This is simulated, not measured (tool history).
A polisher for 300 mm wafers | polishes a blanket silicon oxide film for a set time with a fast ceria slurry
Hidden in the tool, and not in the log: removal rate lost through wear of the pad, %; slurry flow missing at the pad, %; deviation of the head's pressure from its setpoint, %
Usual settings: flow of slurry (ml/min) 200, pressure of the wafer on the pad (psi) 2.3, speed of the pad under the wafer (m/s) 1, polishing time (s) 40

run,day,flow of slurry (ml/min),pressure of the wafer on the pad (psi),speed of the pad under the wafer (m/s),polishing time (s),wafers since the last listed run,wafers polished on this pad,hours since the slurry nozzle was cleaned,hours since the head pressure was calibrated,"incoming thickness of the incoming film, nm",film removed (angstrom)
1,0,200,2.3,1,40,0,1815,601.6,225.6,3708,5058
2,1.283,200,2.3,1,40,412,2228,632.4,256.4,3786.3,5040
3,2.617,200,2.3,1,40,429,2657,664.4,288.4,3816.5,5067
4,3.662,200,2.3,1,40,336,2993,689.5,313.5,3671.5,5056
5,5.525,200,2.3,1,40,599,3592,734.2,358.2,3733.8,5013
6,8.279,200,2.3,1,40,886,4479,800.3,424.3,3696.1,4980
7,9.346,200,2.3,1,40,343,4822,825.9,449.9,3764,5009
8,12.071,200,2.3,1,40,876,5699,891.3,515.3,3700.8,4999
# day 13.433: worn pad replaced by a new one
# day 13.925: slurry nozzle cleaned
9,14.542,200,2.3,1,40,727,343,14.8,574.6,3716.8,5014
10,17.158,200,2.3,1,40,841,1185,77.6,637.4,3791.2,4972
11,18.688,200,2.3,1,40,492,1677,114.3,674.1,3749.7,4977
12,19.821,200,2.3,1,40,364,2041,141.5,701.3,3677.3,4936
13,22.3,200,2.6,1,40,797,2839,201,760.8,3708.4,5554
14,25.058,200,2.6,1,40,887,3727,267.2,827,3799.9,5465
15,26.696,200,2.3,1,40,526,4253,306.5,866.3,3701.8,4921
16,28.267,235,1.8,1.3,31,505,4759,344.2,904,3774.2,3923
# day 29.354: worn pad replaced by a new one, of another model than before
17,29.421,200,2.3,1,40,317,21,371.9,931.7,3730.6,4944
18,30.658,200,2.3,1,40,398,420,401.6,961.4,3743.8,4907
19,32.25,200,2.3,1.34,40,512,932,439.8,999.6,3770.8,5749
20,34.283,200,2.3,1,40,654,1586,488.6,1048.4,3757.3,4952
# day 37.054: head pressure recalibrated
21,37.075,150,3,1.2,34,871,2457,555.6,0.5,3737.6,5366
22,39.358,260,2.3,1,40,734,3192,610.4,55.3,3669.5,5150
23,40.492,200,2.3,1,40,364,3557,637.6,82.5,3779.9,5034
24,41.875,200,2.3,1,29,445,4002,670.8,115.7,3735.3,3666
25,43.246,265,2.3,0.7,40,441,4443,703.7,148.6,3735.5,4396
# day 46.208: worn pad replaced by a new one
26,49.3,240,2.3,1.12,32,1894,994,849,293.9,3762.1,4377
27,50.688,175,2.3,1,46,446,1441,882.3,327.2,3758,5649
# day 52.375: slurry nozzle cleaned
28,53.65,200,2.3,1.2,40,939,2380,30.6,398.3,3728.9,5474
29,55.671,220,2.3,0.68,33,650,3031,79.1,446.8,3722.1,3503
30,58.521,200,1.9,1,53,917,3948,147.5,515.2,3758.2,5948
31,60.575,200,2.3,1,40,660,4609,196.8,564.5,3762.1,5021
# day 62.7: worn pad replaced by a new one
32,63.454,200,2.3,1,47,872,243,265.9,633.6,3707.2,5895
33,64.892,200,2.3,0.76,40,462,705,300.4,668.1,3676.1,4421
34,67.467,200,2,0.66,40,828,1534,362.2,729.9,3750.1,3832
35,68.7,200,2.3,1,40,396,1931,391.8,759.5,3701.8,4996
36,71.388,235,2.3,0.88,40,864,2795,456.3,824,3776.9,4683

5 ways to go on from here, each from the tool as it stands after run 36. What would each give?
A,71.404,200,2.3,1,50,5,2801,456.7,824.4,3783.7,?
B,71.404,160,2.3,1,40,5,2801,456.7,824.4,3783.7,?
C,71.404,175,2.3,1,40,5,2801,456.7,824.4,3783.7,?
D,71.404,200,2.3,1,34,5,2801,456.7,824.4,3783.7,?
E,71.404,200,2.1,1,35,5,2801,456.7,824.4,3783.7,?

run,film removed (angstrom)
A,6220
B,4848
C,4901
D,4230
E,4144
Without the tool's hidden state the same runs would have given:
run,film removed (angstrom)
A,6336
B,4938
C,4992
D,4309
E,4222
